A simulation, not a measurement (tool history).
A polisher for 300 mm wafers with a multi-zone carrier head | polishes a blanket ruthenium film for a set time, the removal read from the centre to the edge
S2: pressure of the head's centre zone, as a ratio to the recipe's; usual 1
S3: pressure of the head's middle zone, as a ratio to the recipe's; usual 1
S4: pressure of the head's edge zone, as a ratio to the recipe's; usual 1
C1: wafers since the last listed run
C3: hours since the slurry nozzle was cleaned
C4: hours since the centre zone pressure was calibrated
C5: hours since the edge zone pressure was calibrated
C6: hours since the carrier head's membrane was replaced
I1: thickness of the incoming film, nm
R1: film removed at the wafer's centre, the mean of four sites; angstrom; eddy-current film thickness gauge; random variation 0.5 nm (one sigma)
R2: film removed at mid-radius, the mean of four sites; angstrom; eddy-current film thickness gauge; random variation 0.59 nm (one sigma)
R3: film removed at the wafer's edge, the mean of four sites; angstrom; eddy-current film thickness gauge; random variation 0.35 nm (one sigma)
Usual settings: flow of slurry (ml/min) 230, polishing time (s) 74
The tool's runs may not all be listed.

Run 1, hour 0: usual settings but S3 0.9, S4 1.04; C1 0; wafers polished on this pad 601; C3 2.8; C4 330.4; C5 254; C6 5.2; I1 279.5. Result: R1 420 angstrom, R2 383 angstrom, R3 441 angstrom.
Run 2, hour 14.2: usual settings; C1 148; wafers polished on this pad 749; C3 17; C4 344.6; C5 268.2; C6 19.4; I1 285.4. Result: R1 427 angstrom, R2 412 angstrom, R3 434 angstrom.
At hour 42: edge zone pressure recalibrated.
At hour 111.5: worn pad replaced by a new one.
Run 3, hour 114.5: usual settings but flow of slurry (ml/min) 185, S4 0.89; C1 983; wafers polished on this pad 31; C3 117.3; C4 444.9; C5 72.5; C6 119.7; I1 281.1. Result: R1 376 angstrom, R2 370 angstrom, R3 382 angstrom.
Run 4, hour 147.7: usual settings but S3 0.95, polishing time (s) 54; C1 346; wafers polished on this pad 377; C3 150.5; C4 478.1; C5 105.7; C6 152.9; I1 281.8. Result: R1 296 angstrom, R2 278 angstrom, R3 307 angstrom.
Run 5, hour 163.3: usual settings but S4 1.09; C1 162; wafers polished on this pad 539; C3 166.1; C4 493.7; C5 121.3; C6 168.5; I1 280. Result: R1 412 angstrom, R2 398 angstrom, R3 435 angstrom.
Run 6, hour 175.7: usual settings but S2 0.97, S3 0.91; C1 129; wafers polished on this pad 669; C3 178.5; C4 506.1; C5 133.7; C6 180.9; I1 275.4. Result: R1 393 angstrom, R2 377 angstrom, R3 414 angstrom.
Run 7, hour 200.7: usual settings but flow of slurry (ml/min) 160, S2 1.11; C1 260; wafers polished on this pad 929; C3 203.5; C4 531.1; C5 158.7; C6 205.9; I1 276.3. Result: R1 375 angstrom, R2 345 angstrom, R3 378 angstrom.
Run 8, hour 224: usual settings but S2 0.92; C1 242; wafers polished on this pad 1172; C3 226.8; C4 554.4; C5 182; C6 229.2; I1 281. Result: R1 366 angstrom, R2 389 angstrom, R3 419 angstrom.
At hour 225: slurry nozzle cleaned, repeated, since the last time left the tool worse.
Run 9, hour 263.6: usual settings but flow of slurry (ml/min) 185; C1 402; wafers polished on this pad 1575; C3 38.6; C4 594; C5 221.6; C6 268.8; I1 280.6. Result: R1 453 angstrom, R2 443 angstrom, R3 447 angstrom.
Run 10, hour 283.5: usual settings but S3 0.9, polishing time (s) 84; C1 207; wafers polished on this pad 1782; C3 58.5; C4 613.9; C5 241.5; C6 288.7; I1 280.5. Result: R1 538 angstrom, R2 468 angstrom, R3 524 angstrom.
At hour 292.1: centre zone pressure recalibrated.
At hour 311.7: worn pad replaced by a new one.
Run 11, hour 318.5: usual settings but flow of slurry (ml/min) 190, S4 1.08; C1 302; wafers polished on this pad 71; C3 93.5; C4 26.4; C5 276.5; C6 323.7; I1 278.6. Result: R1 461 angstrom, R2 444 angstrom, R3 465 angstrom.
Run 12, hour 335.7: usual settings; C1 179; wafers polished on this pad 250; C3 110.7; C4 43.6; C5 293.7; C6 340.9; I1 279. Result: R1 464 angstrom, R2 457 angstrom, R3 456 angstrom.
Run 13, hour 351.4: usual settings; C1 163; wafers polished on this pad 414; C3 126.4; C4 59.3; C5 309.4; C6 356.6; I1 275.2. Result: R1 474 angstrom, R2 461 angstrom, R3 453 angstrom.
Run 14, hour 372.2: usual settings but flow of slurry (ml/min) 195, S2 0.95, S4 0.92, polishing time (s) 95; C1 216; wafers polished on this pad 630; C3 147.2; C4 80.1; C5 330.2; C6 377.4; I1 279.3. Result: R1 550 angstrom, R2 571 angstrom, R3 561 angstrom.
Run 15, hour 407.3: usual settings but S2 1.08; C1 365; wafers polished on this pad 996; C3 182.3; C4 115.2; C5 365.3; C6 412.5; I1 279.2. Result: R1 504 angstrom, R2 459 angstrom, R3 460 angstrom.
At hour 435.5: edge zone pressure recalibrated.
Run 16, hour 440.8: usual settings but S2 0.9, S3 1.06, S4 1.06, polishing time (s) 85; C1 328; wafers polished on this pad 1325; C3 215.8; C4 148.7; C5 5.3; C6 446; I1 280.1. Result: R1 486 angstrom, R2 546 angstrom, R3 539 angstrom.
Run 17, hour 459.9: usual settings but flow of slurry (ml/min) 185, S4 0.89; C1 199; wafers polished on this pad 1524; C3 234.9; C4 167.8; C5 24.4; C6 465.1; I1 276.8. Result: R1 445 angstrom, R2 434 angstrom, R3 420 angstrom.
Run 18, hour 476.5: usual settings; C1 173; wafers polished on this pad 1697; C3 251.5; C4 184.4; C5 41; C6 481.7; I1 281.9. Result: R1 459 angstrom, R2 449 angstrom, R3 456 angstrom.
Run 19, hour 499: usual settings but polishing time (s) 50; C1 234; wafers polished on this pad 1932; C3 274; C4 206.9; C5 63.5; C6 504.2; I1 281. Result: R1 311 angstrom, R2 304 angstrom, R3 310 angstrom.
Run 20, hour 520.3: usual settings but polishing time (s) 62; C1 222; wafers polished on this pad 2154; C3 295.3; C4 228.2; C5 84.8; C6 525.5; I1 281.7. Result: R1 387 angstrom, R2 380 angstrom, R3 383 angstrom.
At hour 538.8: worn pad replaced by a new one.
Run 21, hour 545.4: usual settings but S2 0.96, S4 1.1, polishing time (s) 86; C1 219; wafers polished on this pad 68; C3 320.4; C4 253.3; C5 109.9; C6 550.6; I1 274.6. Result: R1 511 angstrom, R2 529 angstrom, R3 559 angstrom.

The tool's hidden state at each run:
removal rate lost through wear of the pad, %: 0 in every run
deviation of the centre zone's pressure from its setpoint, %: 0 in every run
deviation of the edge zone's pressure from its setpoint, %: 0 in every run
H1: slurry flow missing at the pad, %
run    H1
  1    40
  2  41.2
  3  47.5
  4  49.1
  5  49.8
  6  50.3
  7  51.2
  8  52.1
  9  5.82
 10  7.17
 11  9.29
 12  10.2
 13    11
 14    12
 15  13.5
 16  14.7
 17  15.4
 18  15.9
 19  16.5
 20  17.1
 21  17.7
